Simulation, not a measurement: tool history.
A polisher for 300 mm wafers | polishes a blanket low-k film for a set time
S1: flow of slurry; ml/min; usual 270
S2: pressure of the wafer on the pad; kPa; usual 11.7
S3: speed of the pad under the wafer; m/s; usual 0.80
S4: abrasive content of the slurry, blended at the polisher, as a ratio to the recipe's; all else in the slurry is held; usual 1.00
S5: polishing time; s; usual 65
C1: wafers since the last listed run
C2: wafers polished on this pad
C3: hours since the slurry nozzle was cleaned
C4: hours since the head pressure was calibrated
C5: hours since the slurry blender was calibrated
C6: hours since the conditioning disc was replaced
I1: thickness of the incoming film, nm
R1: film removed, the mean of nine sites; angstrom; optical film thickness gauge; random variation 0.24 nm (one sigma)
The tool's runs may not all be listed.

run	hour	S1	S2	S3	S4	S5	C1	C2	C3	C4	C5	C6	I1	R1
1	0.0	345	11.7	0.80	1.00	65	0	521	22.8	4.0	85.1	191.6	372.9	155
2	18.6	270	11.7	0.80	1.00	65	202	723	41.4	22.6	103.7	210.2	370.6	155
3	34.4	270	11.7	0.80	1.00	65	171	895	57.2	38.4	119.5	226.0	362.1	156
4	47.6	270	11.7	0.80	1.00	65	143	1039	70.4	51.6	132.7	239.2	367.9	153
5	67.1	270	11.7	0.80	1.00	65	212	1251	89.9	71.1	152.2	258.7	374.5	157
# hour 155.8: slurry nozzle cleaned
6	158.1	270	11.7	0.80	1.15	76	979	2230	2.3	162.1	243.2	349.7	373.2	187
# hour 167.2: worn pad replaced by a new one
7	178.4	270	11.7	0.80	1.15	76	177	122	22.6	182.4	263.5	370.0	375.8	178
8	195.7	270	11.7	0.80	1.15	76	188	310	39.9	199.7	280.8	387.3	372.7	182
9	208.2	270	11.7	0.80	1.25	87	135	446	52.4	212.2	293.3	399.8	364.3	214
10	220.5	270	11.7	0.80	1.00	65	133	580	64.7	224.5	305.6	412.1	366.7	144
11	250.2	270	11.7	0.80	1.20	65	323	903	94.4	254.2	335.3	441.8	372.5	154
12	281.0	270	11.7	0.80	1.00	65	335	1238	125.2	285.0	366.1	472.6	369.3	145
13	296.0	235	11.7	0.80	0.75	52	163	1401	140.2	300.0	381.1	487.6	366.1	97
# hour 309.8: slurry blender recalibrated
14	325.0	180	11.7	0.60	1.00	65	293	1695	169.2	329.0	15.2	516.6	374.2	112
# hour 350.2: worn pad replaced by a new one, of another model than before
15	357.2	270	11.7	0.80	1.00	45	306	76	201.4	361.2	47.4	548.8	365.4	95
# hour 369.7: conditioning disc replaced and pad reconditioned
16	373.4	270	14.5	0.80	1.00	82	154	231	217.6	377.4	63.6	3.7	373.6	260
# hour 382.7: slurry nozzle cleaned
# hour 403.4: head pressure recalibrated
17	406.9	270	11.7	0.80	1.15	76	331	562	24.2	3.5	97.1	37.2	369.7	204
18	428.9	325	11.7	0.54	0.85	65	239	802	46.2	25.5	119.1	59.2	369.1	104
19	446.8	295	11.7	0.80	1.20	65	194	996	64.1	43.4	137.0	77.1	372.5	175
20	463.4	270	11.7	0.80	1.00	65	180	1177	80.7	60.0	153.6	93.7	365.2	157
21	482.3	270	13.8	0.80	1.15	65	205	1383	99.6	78.9	172.5	112.6	373.9	199
22	512.8	270	11.7	0.80	1.00	81	331	1714	130.1	109.4	203.0	143.1	370.1	198
# hour 534.6: worn pad replaced by a new one
23	537.0	270	11.7	0.80	1.15	65	219	25	154.3	133.6	227.2	167.3	369.7	164
24	552.0	270	11.7	0.80	1.00	65	163	189	169.3	148.6	242.2	182.3	372.7	152
# hour 571.0: slurry nozzle cleaned
25	583.1	270	15.9	0.80	1.00	65	327	516	12.1	179.7	273.3	213.4	370.4	203
26	603.7	270	11.7	0.80	1.00	65	224	740	32.7	200.3	293.9	234.0	373.9	152

Hidden state or all else? Some run-to-run changes of R1, split into what the settings, what came in and random variation would give without the hidden state, and what is left for the hidden state (with any gauge scatter that isn't in both results):
The hidden state here: removal rate lost through wear of the pad, %; slurry flow missing at the pad, %; deviation of the head's pressure from its setpoint, %; abrasive missing from the slurry, %; time polished since the conditioner stopped cutting, s.
Run 15 -> 16: S2 11.7 -> 14.5, S5 45 -> 82, conditioning disc replaced and pad reconditioned. R1 +165 angstrom: hidden state +16, all else +149.
Run 17 -> 18: S1 270 -> 325, S3 0.80 -> 0.54, S4 1.15 -> 0.85, S5 76 -> 65. R1 -100 angstrom: hidden state +1, all else -101.
Run 24 -> 25: S2 11.7 -> 15.9, slurry nozzle cleaned. R1 +51 angstrom: hidden state -10, all else +61.
